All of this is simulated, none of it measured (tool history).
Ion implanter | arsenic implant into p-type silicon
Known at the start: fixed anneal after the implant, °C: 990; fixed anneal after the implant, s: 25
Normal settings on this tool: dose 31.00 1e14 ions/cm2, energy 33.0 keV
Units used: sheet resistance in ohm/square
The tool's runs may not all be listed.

run      day   dose  energy  wafers since the last listed run  hours since the last dose calibration  hours since the extraction supply was calibrated  hours since the gauge calibration  read-back reference wafer on the same gauge, sheet resistance  sheet resistance
  1    0.000  31.00    33.0                                 0                                   28.1                                             333.1                              131.5                                                          82.58             79.21
  2   13.250  31.00    33.0                              5374                                  346.1                                             651.1                              449.5                                                          82.61             79.07
  3   16.479  31.00    33.0                              1309                                  423.6                                             728.6                              527.0                                                          82.61             79.15
  4   23.921  31.00    33.0                              3018                                  602.2                                             907.2                              705.6                                                          82.60             79.40
  5   26.950  31.00    33.0                              1228                                  674.9                                             979.9                              778.3                                                          82.61             79.27
  6   31.283  31.00    38.5                              1757                                  778.9                                            1083.9                              882.3                                                          82.60             73.43
  7   34.662  31.00    33.0                              1370                                  860.0                                            1165.0                              963.4                                                          82.62             79.62
  8   38.217  36.33    33.0                              1441                                  945.3                                            1250.3                             1048.7                                                          82.60             77.94
  9   41.938  27.04    33.0                              1509                                 1034.6                                            1339.6                             1138.0                                                          82.58             80.93
 10   46.154  31.00    33.0                              1710                                 1135.8                                            1440.8                             1239.2                                                          82.61             79.69
 11   49.558  31.00    33.0                              1380                                 1217.5                                            1522.5                             1320.9                                                          82.59             79.56
 12   52.300  34.87    33.0                              1112                                 1283.3                                            1588.3                             1386.7                                                          82.60             78.34
      54.550  -- gauge calibrated
 13   59.067  31.00    30.5                              2744                                 1445.7                                            1750.7                              108.4                                                          82.61             83.08
 14   61.962  31.00    30.5                              1174                                 1515.2                                            1820.2                              177.9                                                          82.59             82.99
 15   65.554  27.78    37.0                              1456                                 1601.4                                            1906.4                              264.1                                                          82.60             76.71
 16   69.083  31.00    33.0                              1431                                 1686.1                                            1991.1                              348.8                                                          82.62             80.36
 17   81.908  31.00    33.0                              5202                                 1993.9                                            2298.9                              656.6                                                          82.59             80.71
 18   83.850  31.00    33.0                               787                                 2040.5                                            2345.5                              703.2                                                          82.57             80.49
 19   86.183  24.02    24.5                               946                                 2096.5                                            2401.5                              759.2                                                          82.60             95.34
 20   90.275  39.95    29.5                              1659                                 2194.7                                            2499.7                              857.4                                                          82.62             82.66
 21   93.496  28.28    25.5                              1306                                 2272.0                                            2577.0                              934.7                                                          82.61             92.04
      95.512  -- Faraday cup replaced and dose calibrated
 22   95.533  31.00    33.0                               691                                    0.5                                            2625.9                              983.6                                                          82.60             80.65
 23   98.800  23.15    33.0                              1325                                   78.9                                            2704.3                             1062.0                                                          82.58             84.06
 24  101.208  23.46    24.0                               976                                  136.7                                            2762.1                             1119.8                                                          82.59             96.12
 25  103.604  31.00    33.0                               971                                  194.2                                            2819.6                             1177.3                                                          82.62             80.67
     104.758  -- extraction supply calibrated
 26  105.125  31.00    33.0                               481                                  230.7                                               8.8                             1213.8                                                          82.58             79.26
 27  107.696  37.42    41.5                              1042                                  292.4                                              70.5                             1275.5                                                          82.63             68.60
 28  110.500  28.58    41.5                              1137                                  359.7                                             137.8                             1342.8                                                          82.63             71.57
 29  112.288  36.27    33.0                               725                                  402.6                                             180.7                             1385.7                                                          82.60             77.51
 30  115.817  21.86    36.0                              1431                                  487.3                                             265.4                             1470.4                                                          82.57             80.41
 31  119.775  39.24    33.0                              1605                                  582.3                                             360.4                             1565.4                                                          82.59             76.95
 32  121.404  22.92    33.0                               660                                  621.4                                             399.5                             1604.5                                                          82.59             82.96
 33  123.854  39.76    42.0                               993                                  680.2                                             458.3                             1663.3                                                          82.59             68.03
 34  126.875  31.00    33.0                              1225                                  752.7                                             530.8                             1735.8                                                          82.62             79.15
     129.300  -- gauge calibrated
 35  129.842  34.73    42.0                              1203                                  823.9                                             602.0                               13.0                                                          82.60             69.11
 36  134.008  31.00    27.5                              1690                                  923.9                                             702.0                              113.0                                                          82.60             86.38

Across each entry between runs, compare the hidden state at the last listed run before it with the hidden state at the first listed run after it:
Logged between run 12 and run 13: gauge calibrated (day 54.550)
  deviation of the true dose from the Faraday cup's reading, %: -0.7 -> -1.12; deviation of the true energy from its setpoint, %: -1.26 -> -1.54
  measured value less the no-hidden-state value, sheet resistance: +0.55 -> +0.71 ohm/square
Logged between run 21 and run 22: Faraday cup replaced and dose calibrated (day 95.512)
  deviation of the true dose from the Faraday cup's reading, %: -3.99 -> 0.0148; deviation of the true energy from its setpoint, %: -3.38 -> -3.52
  measured value less the no-hidden-state value, sheet resistance: +1.77 -> +1.38 ohm/square
Logged between run 25 and run 26: extraction supply calibrated (day 104.758)
  deviation of the true dose from the Faraday cup's reading, %: -0.0205 -> -0.0351; deviation of the true energy from its setpoint, %: -4.06 -> 0.0102
  measured value less the no-hidden-state value, sheet resistance: +1.60 -> +0.00 ohm/square
Logged between run 34 and run 35: gauge calibrated (day 129.300)
  deviation of the true dose from the Faraday cup's reading, %: -0.516 -> -0.621; deviation of the true energy from its setpoint, %: -0.135 -> -0.177
  measured value less the no-hidden-state value, sheet resistance: +0.10 -> +0.12 ohm/square

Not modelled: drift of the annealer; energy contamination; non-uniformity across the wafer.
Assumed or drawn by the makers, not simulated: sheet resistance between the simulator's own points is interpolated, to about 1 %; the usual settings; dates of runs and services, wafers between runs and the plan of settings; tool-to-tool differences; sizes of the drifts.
